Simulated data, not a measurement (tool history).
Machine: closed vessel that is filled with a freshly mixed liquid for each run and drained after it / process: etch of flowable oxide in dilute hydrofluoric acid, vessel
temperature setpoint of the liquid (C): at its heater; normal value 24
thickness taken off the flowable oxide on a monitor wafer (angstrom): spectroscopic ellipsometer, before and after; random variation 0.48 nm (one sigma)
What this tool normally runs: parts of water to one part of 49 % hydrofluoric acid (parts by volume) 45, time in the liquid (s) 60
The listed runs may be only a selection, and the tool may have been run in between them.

run	day	temperature setpoint of the liquid (C)	parts of water to one part of 49 % hydrofluoric acid (parts by volume)	time in the liquid (s)	read-back film thickness of the flowable oxide reference wafer, read on the same gauge (nm)	thickness taken off the flowable oxide on a monitor wafer (angstrom)
1	0	24	45	60	50	822.3
2	0.896	24	45	60	50.01	816.2
3	2.025	24	45	60	50	817.2
4	3.075	24	45	60	50	826
5	4.433	24	45	60	50.01	818.8
6	5.804	24	50	60	49.99	736.8
7	6.321	24	45	60	50.03	820.1
8	7.062	24	45	60	50	817.5
9	7.896	24	45	60	49.97	818.6
10	8.75	24	45	60	50.03	824.9
11	9.975	25.5	45	60	50.01	877.7
12	10.875	26	40	60	49.97	1015.7
# day 11.233: gauge calibrated
13	12.108	24	50	35	50	429.5
14	13.1	22	55	60	50.01	606.5
15	14.05	26.5	60	60	49.99	659
16	15.138	19	60	60	49.98	493.6
17	16.325	20.5	60	30	49.98	262.2
18	17.188	27	35	70	49.97	1409.8
19	18.508	24	65	85	49.99	779
20	19.5	24	45	60	50.04	824.2
21	20.208	24	45	70	50.02	960.4
22	21.621	24	30	45	50.01	947.1
# day 22.375: thermometer replaced
23	22.412	24	45	75	50.01	1022.4
24	23.638	21	25	75	50	1694.2
25	24.871	24	60	50	50.03	504.4
# day 25.929: hydrofluoric acid flow meter replaced
26	26.312	22	50	70	50	793
27	27.754	26	40	60	50.01	1013.1
28	28.404	24	45	60	49.98	823.7

For run 29, what comes out?
29	29.488	24	25	30	?	?

Run 29 came out at read-back film thickness of the flowable oxide reference wafer, read on the same gauge (nm) 49.99, thickness taken off the flowable oxide on a monitor wafer (angstrom) 759.6.
The same run, on a tool lacking any hidden state, would have yielded thickness taken off the flowable oxide on a monitor wafer (angstrom) 759.6.
